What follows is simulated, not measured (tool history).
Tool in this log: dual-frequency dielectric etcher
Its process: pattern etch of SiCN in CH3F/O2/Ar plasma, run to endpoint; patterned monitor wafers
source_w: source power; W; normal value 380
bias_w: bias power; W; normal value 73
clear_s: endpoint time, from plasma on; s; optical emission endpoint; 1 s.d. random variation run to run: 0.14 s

| run | day | source_w | bias_w | incoming incoming film thickness, nm | clear_s |
|---|---|---|---|---|---|
| 1 | 0 | 380 | 73 | 8.26 | 20.5 |
| 2 | 0.7 | 380 | 73 | 8.23 | 20.7 |
| 3 | 1.025 | 450 | 73 | 8.34 | 19.5 |
| 4 | 1.662 | 450 | 73 | 8.29 | 19.4 |
| 5 | 2.017 | 380 | 80 | 8.31 | 19.9 |
| 6 | 2.288 | 380 | 80 | 8.46 | 20.4 |
| 7 | 2.858 | 380 | 73 | 8.35 | 20.9 |
| 8 | 3.358 | 380 | 73 | 8.31 | 20.9 |
| 9 | 3.675 | 410 | 86 | 8.26 | 18.9 |
| 10 | 4.3 | 410 | 86 | 8.36 | 18.6 |
| 11 | 5.662 | 380 | 64 | 8.31 | 22.3 |
| 12 | 5.679 | 380 | 73 | 8.28 | 21.1 |
| 13 | 5.692 | 380 | 73 | 8.28 | 21.1 |
| 14 | 6.221 | 380 | 73 | 8.28 | 21.3 |
| 15 | 6.708 | 380 | 73 | 8.28 | 20.9 |
| 16 | 8.112 | 380 | 73 | 8.31 | 21.1 |
| 17 | 8.129 | 420 | 73 | 8.23 | 19.7 |
| 18 | 8.142 | 430 | 64 | 8.31 | 21.4 |
| 19 | 8.504 | 450 | 59 | 8.31 | 22 |
| 20 | 9.229 | 380 | 73 | 8.31 | 20.9 |
| 21 | 9.946 | 380 | 73 | 8.31 | 21.2 |
| 22 | 10.267 | 410 | 66 | 8.25 | 21.3 |
| 23 | 10.825 | 380 | 73 | 8.29 | 21 |
| 24 | 11.129 | 280 | 73 | 8.27 | 25.9 |
| 25 | 11.633 | 450 | 87 | 8.35 | 17.4 |
| 26 | 12.192 | 410 | 65 | 8.23 | 21.2 |
| 27 | 12.896 | 380 | 73 | 8.35 | 21.1 |
| 28 | 13.488 | 380 | 73 | 8.27 | 20.9 |
| 29 | 13.983 | 380 | 73 | 8.27 | 21.1 |
| 30 | 14.667 | 410 | 58 | 8.28 | 22.8 |
| 31 | 15.208 | 380 | 73 | 8.35 | 21 |
| 32 | 15.854 | 440 | 62 | 8.37 | 21.2 |
| 33 | 16.483 | 480 | 87 | 8.29 | 16.4 |
| 34 | 16.796 | 480 | 68 | 8.26 | 18.8 |
| 35 | 17.262 | 380 | 73 | 8.31 | 20.8 |
| 36 | 17.962 | 410 | 61 | 8.3 | 22.3 |

Missing from the log above: 4 entries noted between runs. For each, name the pair of listed runs it sits between and say how the tool's hidden condition differs from the listed run just before to the listed run just after:
Logged between run 10 and run 11: wet clean of the chamber (day 5.642)
  etch rate over this chamber's usual, %: 2.24 -> 0.245
  measured less the result without the state, clear_s: -0.4 -> -0.1 s
Logged between run 15 and run 16: bias power generator calibrated (day 7.883); upper electrode replaced, of another model than before (day 8.092)
  etch rate over this chamber's usual, %: 0.423 -> 0.662
  measured less the result without the state, clear_s: -0.1 -> -0.2 s
Logged between run 26 and run 27: source power generator calibrated (day 12.792)
  etch rate over this chamber's usual, %: 1.35 -> 1.47
  measured less the result without the state, clear_s: -0.2 -> -0.3 s
